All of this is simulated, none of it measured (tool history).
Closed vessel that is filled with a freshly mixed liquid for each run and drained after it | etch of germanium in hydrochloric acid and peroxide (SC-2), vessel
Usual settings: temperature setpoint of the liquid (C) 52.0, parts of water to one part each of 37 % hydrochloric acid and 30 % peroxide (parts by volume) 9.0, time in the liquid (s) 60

run	hour	temperature setpoint of the liquid (C)	parts of water to one part each of 37 % hydrochloric acid and 30 % peroxide (parts by volume)	time in the liquid (s)	wafers since the last listed run	hours since the thermometer was replaced	hours since the chemicals flow meter was replaced	hours since the drum of peroxide was connected	hours since the gauge calibration	read-back film thickness of the germanium reference wafer, read on the same gauge (nm)	thickness taken off the germanium on a monitor wafer (Å)
1	0.0	54.5	10.5	60	0	2605.4	834.5	519.2	347.6	119.99	1591.4
2	32.9	54.5	10.5	60	2012	2638.3	867.4	552.1	380.5	120.01	1592.3
3	55.8	52.0	9.0	35	1401	2661.2	890.3	575.0	403.4	120.00	873.2
4	83.1	52.0	9.0	35	1670	2688.5	917.6	602.3	430.7	120.00	879.5
5	103.3	52.0	9.0	60	1235	2708.7	937.8	622.5	450.9	120.01	1501.0
6	127.8	52.0	9.0	60	1498	2733.2	962.3	647.0	475.4	120.00	1495.0
7	157.7	52.0	9.0	60	1829	2763.1	992.2	676.9	505.3	120.01	1504.9
8	171.5	52.0	9.0	60	844	2776.9	1006.0	690.7	519.1	120.01	1503.0
9	183.9	52.0	9.0	60	758	2789.3	1018.4	703.1	531.5	120.01	1509.1
10	217.4	52.0	9.0	40	2049	2822.8	1051.9	736.6	565.0	120.01	1006.9
11	246.2	52.0	9.0	60	1762	2851.6	1080.7	765.4	593.8	120.00	1505.9
12	266.4	52.0	9.0	60	1235	2871.8	1100.9	785.6	614.0	120.01	1507.2
13	289.4	52.0	9.0	60	1407	2894.8	1123.9	808.6	637.0	120.01	1499.9
14	313.2	52.0	9.0	45	1456	2918.6	1147.7	832.4	660.8	120.01	1136.1
15	363.6	61.0	5.5	80	3083	2969.0	1198.1	882.8	711.2	120.00	2712.7
# hour 382.2: thermometer replaced
16	383.9	49.0	12.0	60	1180	1.7	1218.4	903.1	731.5	120.01	1233.5
# hour 402.3: new drum of peroxide connected
17	403.9	52.0	9.0	60	1162	21.7	1238.4	1.6	751.5	120.01	1400.5
18	419.1	54.5	9.0	60	929	36.9	1253.6	16.8	766.7	120.01	1501.4
# hour 441.2: chemicals flow meter replaced
19	444.9	52.0	9.0	35	1517	62.7	3.7	42.6	792.5	120.02	815.2
# hour 461.0: gauge calibrated
20	475.3	52.0	7.0	60	1859	93.1	34.1	73.0	14.3	119.99	1425.9
21	503.8	58.0	9.0	60	1743	121.6	62.6	101.5	42.8	120.01	1681.7
22	535.6	52.0	9.0	60	1945	153.4	94.4	133.3	74.6	120.00	1407.0
23	551.3	52.0	5.5	60	960	169.1	110.1	149.0	90.3	120.02	1436.9
24	578.5	52.0	6.0	80	1664	196.3	137.3	176.2	117.5	119.99	1927.5
25	598.7	52.0	6.0	40	1235	216.5	157.5	196.4	137.7	119.98	956.3
26	626.7	59.0	9.0	35	1713	244.5	185.5	224.4	165.7	120.01	1016.3
27	657.8	60.0	12.5	80	1902	275.6	216.6	255.5	196.8	120.00	2299.1
28	684.4	55.5	6.0	60	1627	302.2	243.2	282.1	223.4	120.03	1614.2
29	704.9	52.0	4.5	60	1254	322.7	263.7	302.6	243.9	120.01	1463.3

How the hidden state differs across the entries between the runs, from the last listed run before each to the first after it:
Between runs 15 and 16: thermometer replaced (hour 382.2)
  liquid hotter than its thermometer reads (K): 2.64 -> 0.109
  measured less the result without the state, thickness taken off the germanium on a monitor wafer (Å): +204.1 -> +4.3
Between runs 16 and 17: new drum of peroxide connected (hour 402.3)
  liquid hotter than its thermometer reads (K): 0.109 -> 0.126
  measured less the result without the state, thickness taken off the germanium on a monitor wafer (Å): +4.3 -> +5.7
Between runs 18 and 19: chemicals flow meter replaced (hour 441.2)
  liquid hotter than its thermometer reads (K): 0.139 -> 0.161
  measured less the result without the state, thickness taken off the germanium on a monitor wafer (Å): +6.5 -> +4.1
Between runs 19 and 20: gauge calibrated (hour 461.0)
  liquid hotter than its thermometer reads (K): 0.161 -> 0.187
  measured less the result without the state, thickness taken off the germanium on a monitor wafer (Å): +4.1 -> +8.5
